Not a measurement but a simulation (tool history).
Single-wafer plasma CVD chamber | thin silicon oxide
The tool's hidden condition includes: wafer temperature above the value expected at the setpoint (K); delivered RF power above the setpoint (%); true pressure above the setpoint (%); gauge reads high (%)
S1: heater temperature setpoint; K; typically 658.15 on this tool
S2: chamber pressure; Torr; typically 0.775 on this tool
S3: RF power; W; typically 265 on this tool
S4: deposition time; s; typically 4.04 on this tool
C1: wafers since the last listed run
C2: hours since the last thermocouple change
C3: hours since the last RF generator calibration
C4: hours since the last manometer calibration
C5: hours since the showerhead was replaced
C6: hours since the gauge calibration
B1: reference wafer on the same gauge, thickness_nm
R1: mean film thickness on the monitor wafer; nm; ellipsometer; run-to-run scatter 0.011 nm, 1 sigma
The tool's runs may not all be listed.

run,day,S1,S2,S3,S4,C1,C2,C3,C4,C5,C6,B1,R1
1,0.000,658.15,0.775,265,3.79,0,878.8,1459.0,2723.9,3600.2,54.6,6.240,7.025
2,0.404,658.15,0.775,265,3.79,230,888.5,1468.7,2733.6,3609.9,64.3,6.239,7.022
3,0.733,658.15,0.775,265,3.59,187,896.4,1476.6,2741.5,3617.8,72.2,6.240,6.660
4,1.467,658.15,0.775,265,3.59,418,914.0,1494.2,2759.1,3635.4,89.8,6.241,6.657
5,1.838,658.15,0.775,265,3.59,211,922.9,1503.1,2768.0,3644.3,98.7,6.240,6.638
6,2.504,658.15,0.775,265,4.04,380,938.9,1519.1,2784.0,3660.3,114.7,6.240,7.509
7,3.058,658.15,0.775,265,4.04,316,952.2,1532.4,2797.3,3673.6,128.0,6.239,7.518
8,3.654,658.15,0.775,265,4.04,339,966.5,1546.7,2811.6,3687.9,142.3,6.240,7.503
9,4.146,658.15,0.775,265,4.04,280,978.3,1558.5,2823.4,3699.7,154.1,6.240,7.536
# day 4.596: showerhead replaced
10,4.617,658.15,0.775,265,4.04,78,989.6,1569.8,2834.7,0.5,165.4,6.239,7.489
11,4.900,658.15,0.608,245,4.04,161,996.4,1576.6,2841.5,7.3,172.2,6.239,5.771
# day 5.354: RF generator calibrated
12,5.392,658.15,0.775,265,4.04,90,1008.2,0.9,2853.3,19.1,184.0,6.239,7.520
# day 6.333: capacitance manometer re-zeroed and calibrated
13,6.354,658.15,0.775,265,4.51,358,1031.3,24.0,0.5,42.2,207.1,6.240,8.656
# day 6.575: gauge calibrated
14,6.629,669.15,0.659,230,4.04,156,1037.9,30.6,7.1,48.8,1.3,6.239,6.329
# day 7.317: thermocouple changed; heater temperature recalibrated
15,7.338,667.15,0.914,290,3.70,213,0.5,47.6,24.1,65.8,18.3,6.240,8.282
# day 7.804: capacitance manometer re-zeroed and calibrated, repeated, since the last time left the tool worse
16,7.825,658.15,0.775,265,3.55,87,12.2,59.3,0.5,77.5,30.0,6.239,6.258
17,8.292,648.15,0.585,250,4.49,266,23.4,70.5,11.7,88.7,41.2,6.239,5.850
18,8.946,658.15,0.775,265,4.04,373,39.1,86.2,27.4,104.4,56.9,6.239,7.133
19,9.279,654.15,0.775,265,4.04,190,47.1,94.2,35.4,112.4,64.9,6.239,7.137
20,9.583,658.15,0.775,265,4.04,173,54.4,101.5,42.7,119.7,72.2,6.240,7.116
21,9.850,658.15,0.893,225,4.04,152,60.8,107.9,49.1,126.1,78.6,6.241,7.673

Below are 5 alternative next runs, each starting from the tool's condition after run 21. Predict each:
A,9.867,658.15,0.775,265,4.04,9,61.2,108.3,49.5,126.5,79.0,?,?
B,9.867,658.15,0.851,265,4.04,9,61.2,108.3,49.5,126.5,79.0,?,?
C,9.867,658.15,0.849,265,4.04,9,61.2,108.3,49.5,126.5,79.0,?,?
D,9.867,658.15,0.680,295,3.74,9,61.2,108.3,49.5,126.5,79.0,?,?
E,9.867,658.15,0.775,265,4.78,9,61.2,108.3,49.5,126.5,79.0,?,?

run,B1,R1
A,6.239,7.137
B,6.239,7.764
C,6.239,7.749
D,6.239,5.997
E,6.239,8.442
Had the tool no hidden state, the same runs would have come out as:
run,R1
A,7.103
B,7.731
C,7.716
D,5.966
E,8.401
